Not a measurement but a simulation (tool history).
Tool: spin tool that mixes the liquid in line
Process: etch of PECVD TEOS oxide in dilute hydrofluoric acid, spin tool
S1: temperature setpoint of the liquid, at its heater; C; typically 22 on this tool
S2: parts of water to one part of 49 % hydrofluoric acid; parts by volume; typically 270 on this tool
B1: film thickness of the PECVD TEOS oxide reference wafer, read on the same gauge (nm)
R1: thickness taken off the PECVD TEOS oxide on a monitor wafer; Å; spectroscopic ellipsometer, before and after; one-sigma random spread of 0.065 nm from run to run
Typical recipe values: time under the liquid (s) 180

run 1 day=0.000 | S1=22 S2=270 time_under_the_liquid_(s)=180 | B1=140.02 | R1=56.8
run 2 day=2.154 | S1=22 S2=190 time_under_the_liquid_(s)=180 | B1=139.99 | R1=88.5
-- day=3.475 thermometer replaced
run 3 day=4.346 | S1=22 S2=190 time_under_the_liquid_(s)=180 | B1=139.98 | R1=96.6
run 4 day=6.738 | S1=22 S2=190 time_under_the_liquid_(s)=180 | B1=140.01 | R1=95.2
run 5 day=9.283 | S1=22 S2=240 time_under_the_liquid_(s)=180 | B1=139.97 | R1=70.2
run 6 day=10.846 | S1=22 S2=240 time_under_the_liquid_(s)=180 | B1=139.98 | R1=70.0
run 7 day=13.379 | S1=22 S2=240 time_under_the_liquid_(s)=180 | B1=139.99 | R1=68.8
run 8 day=15.846 | S1=22 S2=270 time_under_the_liquid_(s)=180 | B1=139.98 | R1=59.2
run 9 day=18.867 | S1=22 S2=270 time_under_the_liquid_(s)=180 | B1=139.96 | R1=57.7
run 10 day=20.829 | S1=18 S2=270 time_under_the_liquid_(s)=180 | B1=139.99 | R1=50.4
run 11 day=23.725 | S1=22 S2=365 time_under_the_liquid_(s)=180 | B1=140.03 | R1=38.6
-- day=24.842 hydrofluoric acid flow meter replaced
run 12 day=26.304 | S1=22 S2=365 time_under_the_liquid_(s)=180 | B1=139.99 | R1=43.7
run 13 day=28.542 | S1=22 S2=270 time_under_the_liquid_(s)=285 | B1=140.00 | R1=102.0
run 14 day=29.567 | S1=22 S2=270 time_under_the_liquid_(s)=145 | B1=139.98 | R1=52.2

Expected results for the next run?
run 15 day=31.671 | S1=22 S2=270 time_under_the_liquid_(s)=180 | B1=? | R1=?

B1: 140.00
R1: 64.0 Å
On a tool with no hidden condition, and with the same random variation, this run would have come out at R1 72.0 Å.
